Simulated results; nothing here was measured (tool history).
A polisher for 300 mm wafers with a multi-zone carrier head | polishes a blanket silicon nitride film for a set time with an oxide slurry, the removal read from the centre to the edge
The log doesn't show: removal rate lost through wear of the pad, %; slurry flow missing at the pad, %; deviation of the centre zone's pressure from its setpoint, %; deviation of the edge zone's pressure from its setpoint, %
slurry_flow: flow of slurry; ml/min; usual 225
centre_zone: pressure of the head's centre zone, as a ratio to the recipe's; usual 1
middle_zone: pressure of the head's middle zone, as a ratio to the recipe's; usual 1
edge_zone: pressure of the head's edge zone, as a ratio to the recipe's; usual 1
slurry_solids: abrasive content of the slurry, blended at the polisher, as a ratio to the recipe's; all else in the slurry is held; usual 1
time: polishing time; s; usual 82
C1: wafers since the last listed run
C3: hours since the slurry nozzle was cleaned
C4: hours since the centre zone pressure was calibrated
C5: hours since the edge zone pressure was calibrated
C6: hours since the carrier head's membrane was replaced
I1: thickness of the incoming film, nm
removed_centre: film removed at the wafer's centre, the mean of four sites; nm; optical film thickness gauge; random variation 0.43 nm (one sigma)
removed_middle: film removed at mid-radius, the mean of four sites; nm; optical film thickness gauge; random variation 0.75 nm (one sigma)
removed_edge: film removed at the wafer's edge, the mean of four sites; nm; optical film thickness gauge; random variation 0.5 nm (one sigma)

run 1 day=0 | slurry_flow=195 centre_zone=1 middle_zone=1 edge_zone=1 slurry_solids=1 time=82 | C1=0 wafers_polished_on_this_pad=197 C3=443.7 C4=290.4 C5=1108.9 C6=1000.8 | I1=354.6 | removed_centre=62.6 removed_middle=64.4 removed_edge=64
run 2 day=0.804 | slurry_flow=195 centre_zone=1 middle_zone=1 edge_zone=1 slurry_solids=1 time=82 | C1=146 wafers_polished_on_this_pad=343 C3=463 C4=309.7 C5=1128.2 C6=1020.1 | I1=352.9 | removed_centre=63.3 removed_middle=63.7 removed_edge=63.6
run 3 day=1.375 | slurry_flow=225 centre_zone=1 middle_zone=1 edge_zone=1 slurry_solids=1.2 time=82 | C1=103 wafers_polished_on_this_pad=447 C3=476.7 C4=323.4 C5=1141.9 C6=1033.8 | I1=350 | removed_centre=72.3 removed_middle=72.5 removed_edge=73.4
run 4 day=2.017 | slurry_flow=225 centre_zone=1 middle_zone=1 edge_zone=1.07 slurry_solids=1 time=82 | C1=116 wafers_polished_on_this_pad=563 C3=492.1 C4=338.8 C5=1157.3 C6=1049.2 | I1=352.6 | removed_centre=64.8 removed_middle=63.4 removed_edge=67.7
run 5 day=3.125 | slurry_flow=225 centre_zone=1 middle_zone=1 edge_zone=1.07 slurry_solids=1 time=82 | C1=201 wafers_polished_on_this_pad=764 C3=518.7 C4=365.4 C5=1183.9 C6=1075.8 | I1=352.7 | removed_centre=64.4 removed_middle=67.1 removed_edge=66.6
-- day=3.642 worn pad replaced by a new one
run 6 day=3.662 | slurry_flow=225 centre_zone=1 middle_zone=1 edge_zone=0.95 slurry_solids=1 time=82 | C1=67 wafers_polished_on_this_pad=3 C3=531.6 C4=378.3 C5=1196.8 C6=1088.7 | I1=350.7 | removed_centre=64.5 removed_middle=65 removed_edge=63.9
run 7 day=4.208 | slurry_flow=225 centre_zone=1 middle_zone=0.96 edge_zone=1 slurry_solids=1 time=82 | C1=99 wafers_polished_on_this_pad=102 C3=544.7 C4=391.4 C5=1209.9 C6=1101.8 | I1=353.7 | removed_centre=64.7 removed_middle=63.5 removed_edge=65.2
run 8 day=5.583 | slurry_flow=225 centre_zone=1 middle_zone=0.96 edge_zone=1 slurry_solids=1 time=82 | C1=249 wafers_polished_on_this_pad=352 C3=577.7 C4=424.4 C5=1242.9 C6=1134.8 | I1=343 | removed_centre=64.5 removed_middle=61.9 removed_edge=65.7
run 9 day=6.575 | slurry_flow=225 centre_zone=1 middle_zone=0.96 edge_zone=1 slurry_solids=1 time=82 | C1=180 wafers_polished_on_this_pad=532 C3=601.5 C4=448.2 C5=1266.7 C6=1158.6 | I1=351.1 | removed_centre=64.8 removed_middle=62.7 removed_edge=65.6
run 10 day=7.896 | slurry_flow=225 centre_zone=1 middle_zone=1.05 edge_zone=1 slurry_solids=1 time=82 | C1=239 wafers_polished_on_this_pad=772 C3=633.2 C4=479.9 C5=1298.4 C6=1190.3 | I1=348.8 | removed_centre=65.1 removed_middle=67.7 removed_edge=66.6
-- day=8.25 worn pad replaced by a new one
run 11 day=9.046 | slurry_flow=200 centre_zone=0.97 middle_zone=0.9 edge_zone=1 slurry_solids=0.75 time=82 | C1=178 wafers_polished_on_this_pad=144 C3=660.8 C4=507.5 C5=1326 C6=1217.9 | I1=356.8 | removed_centre=47.1 removed_middle=46.3 removed_edge=49.5
-- day=10.104 edge zone pressure recalibrated
-- day=10.188 carrier head's membrane replaced by a new one
run 12 day=10.208 | slurry_flow=225 centre_zone=1 middle_zone=1 edge_zone=1 slurry_solids=1 time=82 | C1=180 wafers_polished_on_this_pad=325 C3=688.7 C4=535.4 C5=2.5 C6=0.5 | I1=344.1 | removed_centre=64.4 removed_middle=65.6 removed_edge=65.3
run 13 day=11.625 | slurry_flow=225 centre_zone=1 middle_zone=1 edge_zone=0.89 slurry_solids=1 time=60 | C1=257 wafers_polished_on_this_pad=582 C3=722.7 C4=569.4 C5=36.5 C6=34.5 | I1=348.6 | removed_centre=47.1 removed_middle=47.9 removed_edge=45.7
-- day=11.95 centre zone pressure recalibrated
-- day=13.267 worn pad replaced by a new one
run 14 day=15.104 | slurry_flow=225 centre_zone=1 middle_zone=1 edge_zone=1.07 slurry_solids=1 time=82 | C1=586 wafers_polished_on_this_pad=333 C3=806.2 C4=75.7 C5=120 C6=118 | I1=354 | removed_centre=64.7 removed_middle=64.2 removed_edge=68.1
run 15 day=15.812 | slurry_flow=195 centre_zone=1 middle_zone=1 edge_zone=1 slurry_solids=1.15 time=82 | C1=128 wafers_polished_on_this_pad=462 C3=823.2 C4=92.7 C5=137 C6=135 | I1=346.7 | removed_centre=69.8 removed_middle=69.9 removed_edge=70.5
-- day=15.867 slurry nozzle cleaned
run 16 day=16.754 | slurry_flow=160 centre_zone=1 middle_zone=0.9 edge_zone=1.1 slurry_solids=1.25 time=82 | C1=163 wafers_polished_on_this_pad=625 C3=21.3 C4=115.3 C5=159.6 C6=157.6 | I1=344 | removed_centre=69.6 removed_middle=63 removed_edge=75
run 17 day=17.317 | slurry_flow=225 centre_zone=1 middle_zone=0.91 edge_zone=1 slurry_solids=1 time=82 | C1=102 wafers_polished_on_this_pad=728 C3=34.8 C4=128.8 C5=173.1 C6=171.1 | I1=348.3 | removed_centre=65.7 removed_middle=59.8 removed_edge=65.3
-- day=17.512 worn pad replaced by a new one
run 18 day=18.4 | slurry_flow=225 centre_zone=1 middle_zone=1 edge_zone=1 slurry_solids=1 time=82 | C1=166 wafers_polished_on_this_pad=160 C3=60.8 C4=154.8 C5=199.1 C6=197.1 | I1=351.5 | removed_centre=65.5 removed_middle=64 removed_edge=66.3
-- day=21.971 worn pad replaced by a new one
run 19 day=22.412 | slurry_flow=225 centre_zone=1 middle_zone=1 edge_zone=1 slurry_solids=1.15 time=82 | C1=698 wafers_polished_on_this_pad=80 C3=157.1 C4=251.1 C5=295.4 C6=293.4 | I1=348.3 | removed_centre=71.3 removed_middle=70.4 removed_edge=71.4
run 20 day=23.75 | slurry_flow=190 centre_zone=1 middle_zone=1 edge_zone=0.94 slurry_solids=1 time=82 | C1=242 wafers_polished_on_this_pad=323 C3=189.2 C4=283.2 C5=327.5 C6=325.5 | I1=346 | removed_centre=62.7 removed_middle=63.2 removed_edge=62.8

4 ways to go on from here, each from the tool as it stands after run 20. What would each give?
run A day=23.767 | slurry_flow=225 centre_zone=1 middle_zone=0.94 edge_zone=1 slurry_solids=1 time=82 | C1=3 wafers_polished_on_this_pad=326 C3=189.6 C4=283.6 C5=327.9 C6=325.9 | I1=350 | removed_centre=? removed_middle=? removed_edge=?
run B day=23.767 | slurry_flow=225 centre_zone=1 middle_zone=1 edge_zone=1.12 slurry_solids=1.1 time=82 | C1=3 wafers_polished_on_this_pad=326 C3=189.6 C4=283.6 C5=327.9 C6=325.9 | I1=350 | removed_centre=? removed_middle=? removed_edge=?
run C day=23.767 | slurry_flow=225 centre_zone=0.88 middle_zone=1 edge_zone=1 slurry_solids=0.85 time=72 | C1=3 wafers_polished_on_this_pad=326 C3=189.6 C4=283.6 C5=327.9 C6=325.9 | I1=350 | removed_centre=? removed_middle=? removed_edge=?
run D day=23.767 | slurry_flow=225 centre_zone=0.92 middle_zone=1 edge_zone=0.9 slurry_solids=1 time=82 | C1=3 wafers_polished_on_this_pad=326 C3=189.6 C4=283.6 C5=327.9 C6=325.9 | I1=350 | removed_centre=? removed_middle=? removed_edge=?

run=A removed_centre=65.4 removed_middle=60.2 removed_edge=65.7
run=B removed_centre=69.8 removed_middle=67.6 removed_edge=74.1
run=C removed_centre=44.2 removed_middle=48.8 removed_edge=50.5
run=D removed_centre=60.2 removed_middle=63.4 removed_edge=62.5
Without the tool's hidden state the same runs would have given:
run=A removed_centre=65.4 removed_middle=60.2 removed_edge=65.7
run=B removed_centre=69.8 removed_middle=67.6 removed_edge=74.1
run=C removed_centre=44.2 removed_middle=48.8 removed_edge=50.5
run=D removed_centre=60.2 removed_middle=63.4 removed_edge=62.5
